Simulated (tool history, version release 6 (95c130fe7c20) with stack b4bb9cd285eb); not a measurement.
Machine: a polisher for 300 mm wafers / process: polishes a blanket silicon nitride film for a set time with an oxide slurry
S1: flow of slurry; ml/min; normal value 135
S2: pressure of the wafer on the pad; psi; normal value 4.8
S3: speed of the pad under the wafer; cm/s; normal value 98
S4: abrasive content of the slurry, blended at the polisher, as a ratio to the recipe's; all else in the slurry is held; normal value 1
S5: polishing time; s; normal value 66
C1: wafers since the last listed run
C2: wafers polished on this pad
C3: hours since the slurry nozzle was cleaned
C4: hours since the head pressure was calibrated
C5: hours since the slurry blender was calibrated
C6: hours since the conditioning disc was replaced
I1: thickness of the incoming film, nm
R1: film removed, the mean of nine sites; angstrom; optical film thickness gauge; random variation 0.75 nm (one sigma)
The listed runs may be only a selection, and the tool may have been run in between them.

Run 1, hour 0: usual settings; C1 0; C2 862; C3 413.2; C4 1119.9; C5 111.2; C6 40.3; I1 407.6. Result: R1 528 angstrom.
At hour 0.5: worn pad replaced by a new one.
Run 2, hour 14.8: usual settings; C1 135; C2 135; C3 428; C4 1134.7; C5 126; C6 55.1; I1 411.9. Result: R1 520 angstrom.
Run 3, hour 29: usual settings but S1 155 ml/min; C1 134; C2 270; C3 442.2; C4 1148.9; C5 140.2; C6 69.3; I1 409.1. Result: R1 535 angstrom.
Run 4, hour 46: usual settings but S1 155 ml/min; C1 161; C2 432; C3 459.2; C4 1165.9; C5 157.2; C6 86.3; I1 414.3. Result: R1 533 angstrom.
Run 5, hour 61.4: usual settings but S1 155 ml/min; C1 146; C2 578; C3 474.6; C4 1181.3; C5 172.6; C6 101.7; I1 409.2. Result: R1 521 angstrom.
Run 6, hour 72.3: usual settings; C1 103; C2 682; C3 485.5; C4 1192.2; C5 183.5; C6 112.6; I1 411.1. Result: R1 516 angstrom.
Run 7, hour 86.3: usual settings; C1 133; C2 815; C3 499.5; C4 1206.2; C5 197.5; C6 126.6; I1 412.7. Result: R1 492 angstrom.
At hour 100.3: conditioning disc replaced and pad reconditioned.
At hour 102.3: worn pad replaced by a new one.
Run 8, hour 102.8: usual settings but S3 82 cm/s; C1 119; C2 4; C3 516; C4 1222.7; C5 214; C6 2.5; I1 411.9. Result: R1 480 angstrom.
Run 9, hour 107.9: usual settings but S1 100 ml/min, S4 1.15; C1 48; C2 53; C3 521.1; C4 1227.8; C5 219.1; C6 7.6; I1 407.8. Result: R1 531 angstrom.
Run 10, hour 117.4: usual settings but S1 100 ml/min, S4 1.15; C1 90; C2 143; C3 530.6; C4 1237.3; C5 228.6; C6 17.1; I1 408. Result: R1 540 angstrom.
Run 11, hour 127.7: usual settings but S1 100 ml/min, S4 1.15; C1 97; C2 241; C3 540.9; C4 1247.6; C5 238.9; C6 27.4; I1 413.8. Result: R1 543 angstrom.
Run 12, hour 139: usual settings; C1 107; C2 348; C3 552.2; C4 1258.9; C5 250.2; C6 38.7; I1 410.9. Result: R1 520 angstrom.
Run 13, hour 153.2: usual settings but S5 55 s; C1 134; C2 483; C3 566.4; C4 1273.1; C5 264.4; C6 52.9; I1 404.9. Result: R1 439 angstrom.
Run 14, hour 162.1: usual settings but S4 1.25, S5 86 s; C1 84; C2 568; C3 575.3; C4 1282; C5 273.3; C6 61.8; I1 413.8. Result: R1 769 angstrom.
Run 15, hour 172.2: usual settings; C1 96; C2 664; C3 585.4; C4 1292.1; C5 283.4; C6 71.9; I1 415.4. Result: R1 533 angstrom.
At hour 190.9: head pressure recalibrated.
Run 16, hour 191.4: usual settings; C1 163; C2 827; C3 604.6; C4 0.5; C5 302.6; C6 91.1; I1 409. Result: R1 514 angstrom.
Run 17, hour 204.1: usual settings but S1 110 ml/min, S3 112 cm/s, S4 0.75, S5 84 s; C1 120; C2 948; C3 617.3; C4 13.2; C5 315.3; C6 103.8; I1 403.6. Result: R1 562 angstrom.
At hour 211.1: worn pad replaced by a new one.
Run 18, hour 218.2: usual settings but S4 1.15, S5 60 s; C1 96; C2 67; C3 631.4; C4 27.3; C5 329.4; C6 117.9; I1 414.2. Result: R1 489 angstrom.
Run 19, hour 226.9: usual settings but S1 120 ml/min, S2 4.1 psi; C1 82; C2 150; C3 640.1; C4 36; C5 338.1; C6 126.6; I1 408.5. Result: R1 443 angstrom.
Run 20, hour 234.4: usual settings but S4 1.15, S5 75 s; C1 71; C2 221; C3 647.6; C4 43.5; C5 345.6; C6 134.1; I1 407. Result: R1 600 angstrom.
At hour 257: conditioning disc replaced and pad reconditioned.
At hour 259.9: slurry nozzle cleaned.
At hour 267.7: slurry blender recalibrated.
Run 21, hour 282.5: usual settings but S1 175 ml/min, S2 6.3 psi, S3 124 cm/s, S5 76 s; C1 409; C2 631; C3 22.6; C4 91.6; C5 14.8; C6 25.5; I1 409.7. Result: R1 922 angstrom.
At hour 299.3: worn pad replaced by a new one.
Run 22, hour 299.8: usual settings; C1 126; C2 4; C3 39.9; C4 108.9; C5 32.1; C6 42.8; I1 407.1. Result: R1 531 angstrom.
Run 23, hour 311.5: usual settings; C1 111; C2 116; C3 51.6; C4 120.6; C5 43.8; C6 54.5; I1 408. Result: R1 530 angstrom.
Run 24, hour 321.5: usual settings but S2 4.1 psi, S5 44 s; C1 95; C2 211; C3 61.6; C4 130.6; C5 53.8; C6 64.5; I1 407.7. Result: R1 323 angstrom.
Run 25, hour 338.5: usual settings; C1 161; C2 372; C3 78.6; C4 147.6; C5 70.8; C6 81.5; I1 414.6. Result: R1 520 angstrom.

4 ways to go on from here, each from the tool as it stands after run 25. What would each give?
Run A, hour 338.9: usual settings; C1 3; C2 376; C3 79; C4 148; C5 71.2; C6 81.9; I1 407.1. Result: R1 ?.
Run B, hour 338.9: usual settings but S1 100 ml/min, S2 5.8 psi; C1 3; C2 376; C3 79; C4 148; C5 71.2; C6 81.9; I1 407.1. Result: R1 ?.
Run C, hour 338.9: usual settings but S3 90 cm/s; C1 3; C2 376; C3 79; C4 148; C5 71.2; C6 81.9; I1 407.1. Result: R1 ?.
Run D, hour 338.9: usual settings but S3 130 cm/s; C1 3; C2 376; C3 79; C4 148; C5 71.2; C6 81.9; I1 407.1. Result: R1 ?.

run   R1
  A  518
  B  539
  C  486
  D  643
Without the tool's unlogged condition, the same runs would have read:
run   R1
  A  539
  B  562
  C  503
  D  675
